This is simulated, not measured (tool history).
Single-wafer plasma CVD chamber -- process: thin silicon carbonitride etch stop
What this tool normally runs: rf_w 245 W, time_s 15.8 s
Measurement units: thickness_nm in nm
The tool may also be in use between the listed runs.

run	hour	rf_w	time_s	read-back reference wafer on the same gauge, thickness_nm	thickness_nm
1	0.0	280	15.8	9.895	10.393
2	16.3	280	15.8	9.899	10.362
3	43.6	245	17.5	9.901	10.794
4	61.8	245	17.5	9.904	10.791
5	127.3	245	15.8	9.900	9.773
6	143.9	245	15.8	9.899	9.707
7	179.2	245	15.8	9.900	9.695
8	199.9	245	15.8	9.903	9.679
9	227.2	245	15.8	9.899	9.708
10	244.1	245	15.8	9.897	9.678
# hour 256.9: showerhead replaced
11	270.0	210	15.8	9.896	8.920
12	287.2	210	15.8	9.897	8.949
13	304.7	210	15.8	9.897	8.934
# hour 314.5: gauge calibrated
14	317.7	245	15.8	9.903	9.695
15	348.0	245	17.5	9.902	10.722
16	374.5	275	17.4	9.901	11.301
17	404.6	245	15.8	9.899	9.695
18	440.1	245	14.7	9.898	9.024
19	470.0	245	15.8	9.904	9.708
20	486.0	265	13.7	9.896	8.744
21	502.1	200	13.9	9.898	7.613
# hour 525.9: RF generator calibrated
22	537.1	220	13.7	9.902	8.287
23	562.3	260	13.8	9.902	9.094
# hour 576.9: thermocouple changed; heater temperature recalibrated
24	587.4	260	13.5	9.905	8.902
25	604.7	210	14.5	9.899	8.519
26	640.1	245	15.8	9.901	10.039
27	656.7	280	16.9	9.901	11.467
28	685.6	200	15.8	9.892	8.968
29	707.4	210	17.3	9.902	10.154
30	732.6	220	17.2	9.901	10.300
31	755.6	245	14.9	9.901	9.475
32	790.4	245	15.8	9.900	10.013
33	808.5	280	18.2	9.899	12.341
34	843.1	215	16.7	9.897	9.863
35	862.5	200	14.1	9.900	7.943

Forecast each of these 5 alternatives for the next run:
A	862.9	245	15.8	?	?
B	862.9	225	13.5	?	?
C	862.9	270	13.1	?	?
D	862.9	205	18.2	?	?
E	862.9	220	15.8	?	?

run	read-back reference wafer on the same gauge, thickness_nm	thickness_nm
A	9.903	9.975
B	9.903	8.149
C	9.903	8.677
D	9.903	10.423
E	9.903	9.421
Take away the tool's hidden state, keep each run's random variation, and the runs would have read:
run	thickness_nm
A	10.160
B	8.301
C	8.838
D	10.616
E	9.596

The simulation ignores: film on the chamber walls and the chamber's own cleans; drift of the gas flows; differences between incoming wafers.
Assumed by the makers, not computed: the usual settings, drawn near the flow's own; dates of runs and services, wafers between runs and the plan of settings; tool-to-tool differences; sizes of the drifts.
